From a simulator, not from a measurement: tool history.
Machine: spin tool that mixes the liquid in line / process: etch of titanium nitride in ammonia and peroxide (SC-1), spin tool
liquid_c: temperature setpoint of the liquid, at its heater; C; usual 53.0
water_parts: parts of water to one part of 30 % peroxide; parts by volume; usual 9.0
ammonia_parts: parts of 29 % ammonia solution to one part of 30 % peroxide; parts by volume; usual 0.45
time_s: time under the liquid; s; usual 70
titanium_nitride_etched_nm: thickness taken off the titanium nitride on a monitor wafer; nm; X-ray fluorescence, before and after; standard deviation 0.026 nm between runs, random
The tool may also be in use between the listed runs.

run    hour  liquid_c  water_parts  ammonia_parts  time_s  wafers since the last listed run  hours since the thermometer was replaced  hours since the ammonia flow meter was replaced  hours since the heated supply line was repaired  hours since the drum of ammonia solution was connected  hours since the gauge calibration  read-back film thickness of the titanium nitride reference wafer, read on the same gauge (nm)  titanium_nitride_etched_nm
  1     0.0      53.0          9.0           0.45      70                                 0                                    2096.3                                            481.9                                           2134.6                                                   701.3                             1968.8                                                                                          49.98                        6.40
  2    86.8      53.0          9.0           0.45      70                               732                                    2183.1                                            568.7                                           2221.4                                                   788.1                             2055.6                                                                                          50.00                        6.37
  3   181.7      53.0          5.5           0.45      70                               800                                    2278.0                                            663.6                                           2316.3                                                   883.0                             2150.5                                                                                          49.95                        8.17
  4   275.4      53.0          5.5           0.45      70                               790                                    2371.7                                            757.3                                           2410.0                                                   976.7                             2244.2                                                                                          49.99                        8.14
      341.7  -- new drum of ammonia solution connected
  5   348.7      53.0          5.5           0.45      70                               609                                    2445.0                                            830.6                                           2483.3                                                     7.0                             2317.5                                                                                          50.02                        8.31
      419.9  -- thermometer replaced
  6   441.9      53.0          9.0           0.45      45                               777                                      22.0                                            923.8                                           2576.5                                                   100.2                             2410.7                                                                                          50.02                        4.09
  7   512.6      53.0         11.5           0.45      70                               596                                      92.7                                            994.5                                           2647.2                                                   170.9                             2481.4                                                                                          49.95                        5.63
  8   617.2      53.0         11.5           0.45      70                               882                                     197.3                                           1099.1                                           2751.8                                                   275.5                             2586.0                                                                                          49.97                        5.58
  9   703.8      53.0         11.5           0.45      70                               730                                     283.9                                           1185.7                                           2838.4                                                   362.1                             2672.6                                                                                          50.00                        5.60
 10   750.9      49.5          9.0           0.45      70                               397                                     331.0                                           1232.8                                           2885.5                                                   409.2                             2719.7                                                                                          50.04                        4.98
      767.1  -- gauge calibrated
 11   844.1      53.0          9.0           0.45      70                               786                                     424.2                                           1326.0                                           2978.7                                                   502.4                               77.0                                                                                          50.00                        6.35
 12  1112.6      53.0          9.0           0.45      70                              2264                                     692.7                                           1594.5                                           3247.2                                                   770.9                              345.5                                                                                          49.97                        6.29
     1172.0  -- new drum of ammonia solution connected
 13  1191.0      53.0         12.5           0.30      35                               652                                     771.1                                           1672.9                                           3325.6                                                    19.0                              423.9                                                                                          50.00                        2.50
     1219.8  -- ammonia flow meter replaced
 14  1266.6      48.5          9.0           0.65      95                               629                                     846.7                                             46.8                                           3401.2                                                    94.6                              499.5                                                                                          49.98                        6.75
     1294.5  -- heated supply line repaired
 15  1371.0      53.0          9.0           0.45      70                               872                                     951.1                                            151.2                                             76.5                                                   199.0                              603.9                                                                                          50.02                        6.37
 16  1458.1      43.5          6.5           0.45      90                               734                                    1038.2                                            238.3                                            163.6                                                   286.1                              691.0                                                                                          49.99                        5.01
 17  1741.4      53.0          9.0           0.45     100                              2389                                    1321.5                                            521.6                                            446.9                                                   569.4                              974.3                                                                                          50.02                        9.06
 18  1793.0      53.0         13.5           0.25      70                               435                                    1373.1                                            573.2                                            498.5                                                   621.0                             1025.9                                                                                          50.03                        4.60
 19  1867.8      53.0          5.0           0.45     105                               630                                    1447.9                                            648.0                                            573.3                                                   695.8                             1100.7                                                                                          49.96                       12.77
 20  1951.6      53.0          6.5           0.45     105                               706                                    1531.7                                            731.8                                            657.1                                                   779.6                             1184.5                                                                                          49.96                       11.29
 21  2020.2      53.0          9.0           0.45      70                               578                                    1600.3                                            800.4                                            725.7                                                   848.2                             1253.1                                                                                          50.04                        6.36
 22  2068.3      53.0          9.0           0.45      70                               405                                    1648.4                                            848.5                                            773.8                                                   896.3                             1301.2                                                                                          50.00                        6.29
     2140.7  -- new drum of ammonia solution connected
 23  2187.0      53.0          9.0           0.45      70                               992                                    1767.1                                            967.2                                            892.5                                                    46.3                             1419.9                                                                                          50.00                        6.52
 24  2286.9      47.5          5.5           0.30      40                               842                                    1867.0                                           1067.1                                            992.4                                                   146.2                             1519.8                                                                                          49.98                        3.02

4 options for the next run, each taken on its own from the tool as it stands now. Forecast them:
  A  2287.3      53.0          9.0           0.45      70                                 3                                    1867.4                                           1067.5                                            992.8                                                   146.6                             1520.2                                                                                              ?                           ?
  B  2287.3      53.0          6.5           0.45      70                                 3                                    1867.4                                           1067.5                                            992.8                                                   146.6                             1520.2                                                                                              ?                           ?
  C  2287.3      53.0          9.0           0.60      90                                 3                                    1867.4                                           1067.5                                            992.8                                                   146.6                             1520.2                                                                                              ?                           ?
  D  2287.3      53.0         11.0           0.45      70                                 3                                    1867.4                                           1067.5                                            992.8                                                   146.6                             1520.2                                                                                              ?                           ?

run  read-back film thickness of the titanium nitride reference wafer, read on the same gauge (nm)  titanium_nitride_etched_nm
  A                                                                                          50.03                        6.45
  B                                                                                          50.03                        7.60
  C                                                                                          50.03                        8.71
  D                                                                                          50.03                        5.80
Without the tool's unlogged condition, the same runs would have read:
run  titanium_nitride_etched_nm
  A                        6.37
  B                        7.50
  C                        8.60
  D                        5.73
